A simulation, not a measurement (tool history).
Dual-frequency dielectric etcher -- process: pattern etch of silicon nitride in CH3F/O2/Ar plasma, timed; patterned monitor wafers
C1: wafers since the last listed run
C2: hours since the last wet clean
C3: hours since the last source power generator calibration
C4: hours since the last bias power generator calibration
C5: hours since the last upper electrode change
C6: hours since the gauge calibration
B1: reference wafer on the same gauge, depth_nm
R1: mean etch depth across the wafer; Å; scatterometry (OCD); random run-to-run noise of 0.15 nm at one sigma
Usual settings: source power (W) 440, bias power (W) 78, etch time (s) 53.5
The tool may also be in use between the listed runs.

{"run": 1, "hour": 0.0, "source power (W)": 440, "bias power (W)": 78, "etch time (s)": 66, "C1": 0, "C2": 45.6, "C3": 4285.2, "C4": 32.2, "C5": 4809.5, "C6": 228, "B1": 40.79, "R1": 516.9}
{"run": 2, "hour": 14.6, "source power (W)": 440, "bias power (W)": 78, "etch time (s)": 44.5, "C1": 116, "C2": 60.2, "C3": 4299.8, "C4": 46.8, "C5": 4824.1, "C6": 242.6, "B1": 40.79, "R1": 350.2}
{"run": 3, "hour": 30.5, "source power (W)": 440, "bias power (W)": 78, "etch time (s)": 44.5, "C1": 126, "C2": 76.1, "C3": 4315.7, "C4": 62.7, "C5": 4840, "C6": 258.5, "B1": 40.79, "R1": 348.3}
{"run": 4, "hour": 47.2, "source power (W)": 440, "bias power (W)": 78, "etch time (s)": 53.5, "C1": 133, "C2": 92.8, "C3": 4332.4, "C4": 79.4, "C5": 4856.7, "C6": 275.2, "B1": 40.78, "R1": 418.9}
{"run": 5, "hour": 64.5, "source power (W)": 440, "bias power (W)": 78, "etch time (s)": 53.5, "C1": 138, "C2": 110.1, "C3": 4349.7, "C4": 96.7, "C5": 4874, "C6": 292.5, "B1": 40.79, "R1": 419.5}
{"run": 6, "hour": 73.7, "source power (W)": 440, "bias power (W)": 78, "etch time (s)": 53.5, "C1": 73, "C2": 119.3, "C3": 4358.9, "C4": 105.9, "C5": 4883.2, "C6": 301.7, "B1": 40.8, "R1": 416.3}
{"run": 7, "hour": 90.1, "source power (W)": 440, "bias power (W)": 78, "etch time (s)": 47.5, "C1": 130, "C2": 135.7, "C3": 4375.3, "C4": 122.3, "C5": 4899.6, "C6": 318.1, "B1": 40.8, "R1": 372.5}
{"run": 8, "hour": 106.7, "source power (W)": 470, "bias power (W)": 78, "etch time (s)": 64, "C1": 132, "C2": 152.3, "C3": 4391.9, "C4": 138.9, "C5": 4916.2, "C6": 334.7, "B1": 40.79, "R1": 516.9}
{"run": 9, "hour": 118.7, "source power (W)": 340, "bias power (W)": 78, "etch time (s)": 53.5, "C1": 95, "C2": 164.3, "C3": 4403.9, "C4": 150.9, "C5": 4928.2, "C6": 346.7, "B1": 40.81, "R1": 375.8}
{"hour": 128.7, "done": "source power generator calibrated"}
{"run": 10, "hour": 130.5, "source power (W)": 540, "bias power (W)": 78, "etch time (s)": 53.5, "C1": 62, "C2": 176.1, "C3": 1.8, "C4": 162.7, "C5": 4940, "C6": 358.5, "B1": 40.8, "R1": 460.1}
{"run": 11, "hour": 147.3, "source power (W)": 440, "bias power (W)": 78, "etch time (s)": 43.5, "C1": 134, "C2": 192.9, "C3": 18.6, "C4": 179.5, "C5": 4956.8, "C6": 375.3, "B1": 40.8, "R1": 340.7}
{"hour": 149.0, "done": "gauge calibrated"}
{"run": 12, "hour": 155.3, "source power (W)": 480, "bias power (W)": 69, "etch time (s)": 58.5, "C1": 63, "C2": 200.9, "C3": 26.6, "C4": 187.5, "C5": 4964.8, "C6": 6.3, "B1": 40.8, "R1": 445.5}
{"run": 13, "hour": 166.9, "source power (W)": 390, "bias power (W)": 72, "etch time (s)": 49, "C1": 92, "C2": 212.5, "C3": 38.2, "C4": 199.1, "C5": 4976.4, "C6": 17.9, "B1": 40.79, "R1": 351}
{"run": 14, "hour": 182.7, "source power (W)": 550, "bias power (W)": 92, "etch time (s)": 53.5, "C1": 126, "C2": 228.3, "C3": 54, "C4": 214.9, "C5": 4992.2, "C6": 33.7, "B1": 40.78, "R1": 506.8}
{"run": 15, "hour": 205.7, "source power (W)": 440, "bias power (W)": 78, "etch time (s)": 53.5, "C1": 183, "C2": 251.3, "C3": 77, "C4": 237.9, "C5": 5015.2, "C6": 56.7, "B1": 40.84, "R1": 420.5}
{"run": 16, "hour": 223.7, "source power (W)": 410, "bias power (W)": 66, "etch time (s)": 53.5, "C1": 143, "C2": 269.3, "C3": 95, "C4": 255.9, "C5": 5033.2, "C6": 74.7, "B1": 40.8, "R1": 371.7}
{"hour": 249.9, "done": "upper electrode replaced"}
{"run": 17, "hour": 250.4, "source power (W)": 470, "bias power (W)": 78, "etch time (s)": 53.5, "C1": 21, "C2": 296, "C3": 121.7, "C4": 282.6, "C5": 0.5, "C6": 101.4, "B1": 40.81, "R1": 435.4}
{"run": 18, "hour": 250.7, "source power (W)": 480, "bias power (W)": 86, "etch time (s)": 49.5, "C1": 2, "C2": 296.3, "C3": 122, "C4": 282.9, "C5": 0.8, "C6": 101.7, "B1": 40.79, "R1": 428.4}
{"run": 19, "hour": 253.9, "source power (W)": 440, "bias power (W)": 78, "etch time (s)": 53.5, "C1": 25, "C2": 299.5, "C3": 125.2, "C4": 286.1, "C5": 4, "C6": 104.9, "B1": 40.81, "R1": 422}
{"run": 20, "hour": 263.7, "source power (W)": 370, "bias power (W)": 98, "etch time (s)": 66.5, "C1": 78, "C2": 309.3, "C3": 135, "C4": 295.9, "C5": 13.8, "C6": 114.7, "B1": 40.79, "R1": 550.3}
{"run": 21, "hour": 273.1, "source power (W)": 550, "bias power (W)": 98, "etch time (s)": 37.5, "C1": 75, "C2": 318.7, "C3": 144.4, "C4": 305.3, "C5": 23.2, "C6": 124.1, "B1": 40.81, "R1": 368}
{"run": 22, "hour": 284.5, "source power (W)": 510, "bias power (W)": 69, "etch time (s)": 67.5, "C1": 91, "C2": 330.1, "C3": 155.8, "C4": 316.7, "C5": 34.6, "C6": 135.5, "B1": 40.79, "R1": 530.4}
{"run": 23, "hour": 296.0, "source power (W)": 540, "bias power (W)": 89, "etch time (s)": 53.5, "C1": 91, "C2": 341.6, "C3": 167.3, "C4": 328.2, "C5": 46.1, "C6": 147, "B1": 40.82, "R1": 497.4}
{"run": 24, "hour": 309.7, "source power (W)": 500, "bias power (W)": 64, "etch time (s)": 61.5, "C1": 109, "C2": 355.3, "C3": 181, "C4": 341.9, "C5": 59.8, "C6": 160.7, "B1": 40.83, "R1": 460.5}
{"run": 25, "hour": 347.3, "source power (W)": 440, "bias power (W)": 78, "etch time (s)": 53.5, "C1": 300, "C2": 392.9, "C3": 218.6, "C4": 379.5, "C5": 97.4, "C6": 198.3, "B1": 40.79, "R1": 426.3}
{"run": 26, "hour": 356.6, "source power (W)": 330, "bias power (W)": 78, "etch time (s)": 53.5, "C1": 74, "C2": 402.2, "C3": 227.9, "C4": 388.8, "C5": 106.7, "C6": 207.6, "B1": 40.8, "R1": 375.2}
{"run": 27, "hour": 369.6, "source power (W)": 440, "bias power (W)": 78, "etch time (s)": 53.5, "C1": 103, "C2": 415.2, "C3": 240.9, "C4": 401.8, "C5": 119.7, "C6": 220.6, "B1": 40.8, "R1": 425.6}
{"run": 28, "hour": 376.7, "source power (W)": 440, "bias power (W)": 71, "etch time (s)": 53.5, "C1": 56, "C2": 422.3, "C3": 248, "C4": 408.9, "C5": 126.8, "C6": 227.7, "B1": 40.82, "R1": 399.9}
{"run": 29, "hour": 394.2, "source power (W)": 330, "bias power (W)": 83, "etch time (s)": 57.5, "C1": 139, "C2": 439.8, "C3": 265.5, "C4": 426.4, "C5": 144.3, "C6": 245.2, "B1": 40.8, "R1": 419}
{"run": 30, "hour": 406.8, "source power (W)": 440, "bias power (W)": 78, "etch time (s)": 53.5, "C1": 100, "C2": 452.4, "C3": 278.1, "C4": 439, "C5": 156.9, "C6": 257.8, "B1": 40.8, "R1": 425.3}

Some steps in R1, run to run, broken into two amounts with sign: the step expected even without the hidden condition (settings, incoming material, random variation), and the rest, left for the hidden condition together with whatever gauge scatter is not in both the measured and the hidden-condition-free result:
What the log doesn't record here: etch rate over this chamber's usual, %; source power that arrives over what is set, %; bias power that arrives over what is set, %; gauge reads high (%).
Run 1 -> 2: etch time (s) 66 -> 44.5. R1 -166.7 Å: hidden state -0.1, all else -166.6.
Run 13 -> 14: source power (W) 390 -> 550, bias power (W) 72 -> 92, etch time (s) 49 -> 53.5. R1 +155.8 Å: hidden state +1.8, all else +154.
Run 20 -> 21: source power (W) 370 -> 550, etch time (s) 66.5 -> 37.5. R1 -182.3 Å: hidden state -2.2, all else -180.1.
Run 21 -> 22: source power (W) 550 -> 510, bias power (W) 98 -> 69, etch time (s) 37.5 -> 67.5. R1 +162.4 Å: hidden state +2.4, all else +160.

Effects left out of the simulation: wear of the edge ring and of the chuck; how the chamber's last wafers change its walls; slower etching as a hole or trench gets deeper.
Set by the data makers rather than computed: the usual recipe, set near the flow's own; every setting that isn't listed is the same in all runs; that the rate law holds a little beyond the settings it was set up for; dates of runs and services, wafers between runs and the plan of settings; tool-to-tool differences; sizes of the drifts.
